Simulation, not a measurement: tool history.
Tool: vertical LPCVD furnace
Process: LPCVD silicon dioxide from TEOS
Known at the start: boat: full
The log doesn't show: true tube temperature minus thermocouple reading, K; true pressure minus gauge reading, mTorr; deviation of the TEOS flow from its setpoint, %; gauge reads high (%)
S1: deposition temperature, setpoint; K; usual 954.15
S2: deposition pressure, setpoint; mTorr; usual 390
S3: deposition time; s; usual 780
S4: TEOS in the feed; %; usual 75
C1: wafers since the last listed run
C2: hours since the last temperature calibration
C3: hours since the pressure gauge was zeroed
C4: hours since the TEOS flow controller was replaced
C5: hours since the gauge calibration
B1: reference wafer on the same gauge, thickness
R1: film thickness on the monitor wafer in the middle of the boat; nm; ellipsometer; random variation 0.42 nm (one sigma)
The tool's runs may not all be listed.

run 1 hour=0 | S1=954.15 S2=390 S3=780 S4=75 | C1=0 C2=2136.4 C3=3496.4 C4=4838.8 C5=1439.6 | B1=65.49 | R1=76.55
run 2 hour=73.6 | S1=954.15 S2=390 S3=780 S4=75 | C1=1431 C2=2210 C3=3570 C4=4912.4 C5=1513.2 | B1=65.44 | R1=77.19
-- hour=98.3 thermocouples replaced and temperature profile calibrated
run 3 hour=135.2 | S1=954.15 S2=390 S3=780 S4=75 | C1=731 C2=36.9 C3=3631.6 C4=4974 C5=1574.8 | B1=65.58 | R1=70.75
-- hour=210.4 pressure gauge zeroed
run 4 hour=210.9 | S1=954.15 S2=390 S3=780 S4=75 | C1=1005 C2=112.6 C3=0.5 C4=5049.7 C5=1650.5 | B1=65.44 | R1=72.26
run 5 hour=267.4 | S1=954.15 S2=390 S3=780 S4=75 | C1=1098 C2=169.1 C3=57 C4=5106.2 C5=1707 | B1=65.45 | R1=72.99
run 6 hour=325.8 | S1=954.15 S2=390 S3=570 S4=75 | C1=1135 C2=227.5 C3=115.4 C4=5164.6 C5=1765.4 | B1=65.46 | R1=53.31
run 7 hour=549.9 | S1=954.15 S2=390 S3=570 S4=75 | C1=4357 C2=451.6 C3=339.5 C4=5388.7 C5=1989.5 | B1=65.52 | R1=54.36
-- hour=699.5 TEOS flow controller replaced
run 8 hour=873.7 | S1=954.15 S2=390 S3=570 S4=75 | C1=5829 C2=775.4 C3=663.3 C4=174.2 C5=2313.3 | B1=65.47 | R1=54.19
run 9 hour=926.2 | S1=954.15 S2=390 S3=570 S4=70 | C1=1020 C2=827.9 C3=715.8 C4=226.7 C5=2365.8 | B1=65.44 | R1=53.36
run 10 hour=1020.7 | S1=965.15 S2=330 S3=780 S4=75 | C1=1837 C2=922.4 C3=810.3 C4=321.2 C5=2460.3 | B1=65.54 | R1=90.38
-- hour=1087.2 gauge calibrated
run 11 hour=1185.8 | S1=958.15 S2=450 S3=570 S4=79 | C1=3210 C2=1087.5 C3=975.4 C4=486.3 C5=98.6 | B1=65.43 | R1=67.34
run 12 hour=1238 | S1=943.15 S2=420 S3=510 S4=75 | C1=1015 C2=1139.7 C3=1027.6 C4=538.5 C5=150.8 | B1=65.52 | R1=39.73
run 13 hour=1481.8 | S1=954.15 S2=390 S3=780 S4=75 | C1=4741 C2=1383.5 C3=1271.4 C4=782.3 C5=394.6 | B1=65.48 | R1=76.64
run 14 hour=1573.6 | S1=954.15 S2=390 S3=780 S4=75 | C1=1785 C2=1475.3 C3=1363.2 C4=874.1 C5=486.4 | B1=65.58 | R1=76.2
run 15 hour=1671.1 | S1=954.15 S2=390 S3=1080 S4=75 | C1=1896 C2=1572.8 C3=1460.7 C4=971.6 C5=583.9 | B1=65.44 | R1=106.35
run 16 hour=1772.4 | S1=954.15 S2=390 S3=780 S4=75 | C1=1969 C2=1674.1 C3=1562 C4=1072.9 C5=685.2 | B1=65.52 | R1=76.93
run 17 hour=1852.1 | S1=954.15 S2=415 S3=780 S4=75 | C1=1549 C2=1753.8 C3=1641.7 C4=1152.6 C5=764.9 | B1=65.57 | R1=80.12
run 18 hour=1933.9 | S1=961.15 S2=390 S3=780 S4=75 | C1=1590 C2=1835.6 C3=1723.5 C4=1234.4 C5=846.7 | B1=65.45 | R1=90.86
run 19 hour=1990.3 | S1=954.15 S2=390 S3=900 S4=75 | C1=1096 C2=1892 C3=1779.9 C4=1290.8 C5=903.1 | B1=65.42 | R1=89.22
-- hour=2019.2 thermocouples replaced and temperature profile calibrated
run 20 hour=2075.3 | S1=961.15 S2=440 S3=480 S4=75 | C1=1186 C2=56.1 C3=1864.9 C4=1375.8 C5=988.1 | B1=65.44 | R1=55.21
run 21 hour=2136.8 | S1=950.15 S2=390 S3=780 S4=75 | C1=1195 C2=117.6 C3=1926.4 C4=1437.3 C5=1049.6 | B1=65.48 | R1=65.46
run 22 hour=2227.4 | S1=954.15 S2=390 S3=1080 S4=87 | C1=1761 C2=208.2 C3=2017 C4=1527.9 C5=1140.2 | B1=65.51 | R1=108.18
run 23 hour=2275.2 | S1=954.15 S2=390 S3=780 S4=86 | C1=929 C2=256 C3=2064.8 C4=1575.7 C5=1188 | B1=65.58 | R1=78.25
run 24 hour=2314.6 | S1=954.15 S2=390 S3=780 S4=75 | C1=766 C2=295.4 C3=2104.2 C4=1615.1 C5=1227.4 | B1=65.55 | R1=73.08
run 25 hour=2360.8 | S1=962.15 S2=390 S3=780 S4=75 | C1=898 C2=341.6 C3=2150.4 C4=1661.3 C5=1273.6 | B1=65.63 | R1=89.43
run 26 hour=2409.6 | S1=948.15 S2=440 S3=780 S4=75 | C1=948 C2=390.4 C3=2199.2 C4=1710.1 C5=1322.4 | B1=65.45 | R1=68.23
run 27 hour=2506.9 | S1=954.15 S2=390 S3=780 S4=88 | C1=1892 C2=487.7 C3=2296.5 C4=1807.4 C5=1419.7 | B1=65.48 | R1=79.37
run 28 hour=2564.4 | S1=948.15 S2=320 S3=660 S4=87 | C1=1118 C2=545.2 C3=2354 C4=1864.9 C5=1477.2 | B1=65.54 | R1=53.27
run 29 hour=2638.7 | S1=954.15 S2=485 S3=960 S4=75 | C1=1444 C2=619.5 C3=2428.3 C4=1939.2 C5=1551.5 | B1=65.5 | R1=102.5
run 30 hour=2726 | S1=954.15 S2=445 S3=780 S4=75 | C1=1697 C2=706.8 C3=2515.6 C4=2026.5 C5=1638.8 | B1=65.5 | R1=79.29
run 31 hour=2804.5 | S1=948.15 S2=390 S3=780 S4=75 | C1=1526 C2=785.3 C3=2594.1 C4=2105 C5=1717.3 | B1=65.44 | R1=64.78

Forecast run 32:
run 32 hour=2891 | S1=954.15 S2=390 S3=780 S4=75 | C1=1682 C2=871.8 C3=2680.6 C4=2191.5 C5=1803.8 | B1=? | R1=?

B1: 65.46
R1: 74.7 nm
Without the tool's hidden state the same run would have given R1 69.98 nm.

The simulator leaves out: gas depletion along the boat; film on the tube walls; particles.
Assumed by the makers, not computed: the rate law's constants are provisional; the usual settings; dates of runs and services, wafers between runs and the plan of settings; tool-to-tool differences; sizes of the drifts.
